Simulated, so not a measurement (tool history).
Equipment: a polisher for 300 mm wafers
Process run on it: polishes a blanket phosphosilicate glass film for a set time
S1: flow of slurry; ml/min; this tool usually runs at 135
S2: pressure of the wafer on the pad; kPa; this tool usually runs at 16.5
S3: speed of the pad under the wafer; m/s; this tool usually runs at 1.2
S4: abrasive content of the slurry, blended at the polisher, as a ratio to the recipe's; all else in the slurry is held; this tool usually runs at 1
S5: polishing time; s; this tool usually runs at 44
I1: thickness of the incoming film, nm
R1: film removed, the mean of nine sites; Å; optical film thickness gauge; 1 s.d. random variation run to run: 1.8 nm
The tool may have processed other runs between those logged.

run	hour	S1	S2	S3	S4	S5	I1	R1
1	0	135	16.5	1.2	1	44	2562.7	2878
# hour 10: conditioning disc replaced and pad reconditioned
2	23.6	135	16.5	1.2	1	44	2642.2	2828
3	47.2	135	16.5	1.2	1	44	2650.5	2826
4	82.7	110	16.5	1.2	1	44	2595.2	2702
5	114.6	135	16.5	1.2	1	44	2582.1	2746
# hour 125.7: head pressure recalibrated
6	141.8	135	13.1	1.2	1.15	30	2641.3	1538
# hour 146.4: slurry nozzle cleaned
7	163.6	135	16.5	1.2	1.1	58	2593.4	3593
# hour 188.2: worn pad replaced by a new one
8	193	135	16.5	1.2	1	44	2567.5	2896
9	224.9	120	16.5	0.98	0.8	44	2600.1	2207
10	244.7	135	16.5	1.2	1.1	58	2623	3930
# hour 254.7: slurry blender recalibrated
11	262.2	135	16.5	1.2	1	44	2625.2	2842
12	287.6	115	16.5	1.2	1.1	44	2580	2902
13	306.7	135	16.5	1.2	1	44	2651.8	2803
14	324	135	16.5	1.2	1	44	2599.9	2772
15	343.9	160	16.5	1.2	1	44	2625.7	2841
16	377.8	150	16.5	1.2	1	44	2629.8	2761
# hour 391.4: worn pad replaced by a new one
17	410.1	120	20	1.2	1.15	44	2602.2	3607
18	422.3	135	16.5	1.2	1	44	2636.8	2850
# hour 442.9: conditioning disc replaced and pad reconditioned
19	443.4	135	16.5	1.2	1.15	30	2608.7	2062
20	472.1	135	16.5	1.5	1	44	2657.3	3411
21	505.3	135	16.5	1.2	0.7	35	2601.5	1933
22	518.9	135	16.5	1.2	1	44	2629.7	2774
23	584	170	16.5	0.8	1	44	2570.7	1998

Forecast run 24:
# hour 592.1: worn pad replaced by a new one
24	604.4	135	16.5	1.32	1	44	2610.9	?

R1: 3134 Å
With no hidden state in the tool, this same run would have given R1 3150 Å.

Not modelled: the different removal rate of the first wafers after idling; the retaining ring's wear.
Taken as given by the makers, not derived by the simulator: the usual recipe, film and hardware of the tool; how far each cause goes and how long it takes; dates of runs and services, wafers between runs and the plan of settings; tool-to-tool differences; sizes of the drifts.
